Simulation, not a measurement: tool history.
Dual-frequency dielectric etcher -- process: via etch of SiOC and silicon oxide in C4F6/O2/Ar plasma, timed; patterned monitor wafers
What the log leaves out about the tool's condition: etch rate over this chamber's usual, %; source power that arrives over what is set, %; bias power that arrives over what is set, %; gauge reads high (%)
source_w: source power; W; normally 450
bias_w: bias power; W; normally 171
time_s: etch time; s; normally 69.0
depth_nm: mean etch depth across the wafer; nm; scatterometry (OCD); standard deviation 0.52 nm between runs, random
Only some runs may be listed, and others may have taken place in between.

run   hour  source_w  bias_w  time_s  wafers since the last listed run  hours since the last wet clean  hours since the last source power generator calibration  hours since the last bias power generator calibration  hours since the last upper electrode change  hours since the gauge calibration  read-back reference wafer on the same gauge, depth_nm  depth_nm
  1    0.0       520     201    69.0                                 0                           183.3                                                   2158.4                                                 4226.1                                       5578.2                               49.2                                                   61.2      91.6
  2   15.2       450     171    69.0                               175                           198.5                                                   2173.6                                                 4241.3                                       5593.4                               64.4                                                   61.3      77.7
  3   24.3       450     171    69.0                               105                           207.6                                                   2182.7                                                 4250.4                                       5602.5                               73.5                                                   61.2      78.0
  4   32.2       450     171    69.0                                91                           215.5                                                   2190.6                                                 4258.3                                       5610.4                               81.4                                                   61.2      77.9
  5   49.6       450     171    69.0                               200                           232.9                                                   2208.0                                                 4275.7                                       5627.8                               98.8                                                   61.2      77.3
  6   60.3       450     171    69.0                               123                           243.6                                                   2218.7                                                 4286.4                                       5638.5                              109.5                                                   61.2      78.7
  7   68.3       450     171    69.0                                92                           251.6                                                   2226.7                                                 4294.4                                       5646.5                              117.5                                                   61.3      78.4
  8   79.5       520     171    69.0                               129                           262.8                                                   2237.9                                                 4305.6                                       5657.7                              128.7                                                   61.2      85.4
  9   90.4       450     171    69.0                               125                           273.7                                                   2248.8                                                 4316.5                                       5668.6                              139.6                                                   61.1      78.3
     103.0  -- source power generator calibrated
     116.9  -- upper electrode replaced
 10  117.4       550     209    51.5                               105                           300.7                                                     14.4                                                 4343.5                                          0.5                              166.6                                                   61.2      72.8
 11  117.7       560     211    88.0                                 3                           301.0                                                     14.7                                                 4343.8                                          0.8                              166.9                                                   61.2     124.7
 12  132.1       450     171    69.0                               166                           315.4                                                     29.1                                                 4358.2                                         15.2                              181.3                                                   61.2      78.4
     164.8  -- wet clean of the chamber
 13  165.3       450     171    63.0                               106                             0.5                                                     62.3                                                 4391.4                                         48.4                              214.5                                                   61.2      72.9
 14  165.7       550     171    59.0                                 4                             0.9                                                     62.7                                                 4391.8                                         48.8                              214.9                                                   61.3      78.3
 15  172.7       450     171    69.0                                80                             7.9                                                     69.7                                                 4398.8                                         55.8                              221.9                                                   61.3      81.0
 16  189.4       360     210    59.5                               192                            24.6                                                     86.4                                                 4415.5                                         72.5                              238.6                                                   61.2      66.1
 17  197.5       350     171    49.5                                93                            32.7                                                     94.5                                                 4423.6                                         80.6                              246.7                                                   61.2      49.2
 18  206.8       550     130    53.0                               107                            42.0                                                    103.8                                                 4432.9                                         89.9                              256.0                                                   61.2      61.3

Run 19 has not been measured yet. What should we expect?
 19  216.1       450     135    55.5                               107                            51.3                                                    113.1                                                 4442.2                                         99.2                              265.3                                                      ?         ?

read-back reference wafer on the same gauge, depth_nm: 61.2
depth_nm: 58.4 nm
If the tool had no hidden condition, the same run with the same run-to-run variation would have returned depth_nm 55.0 nm.
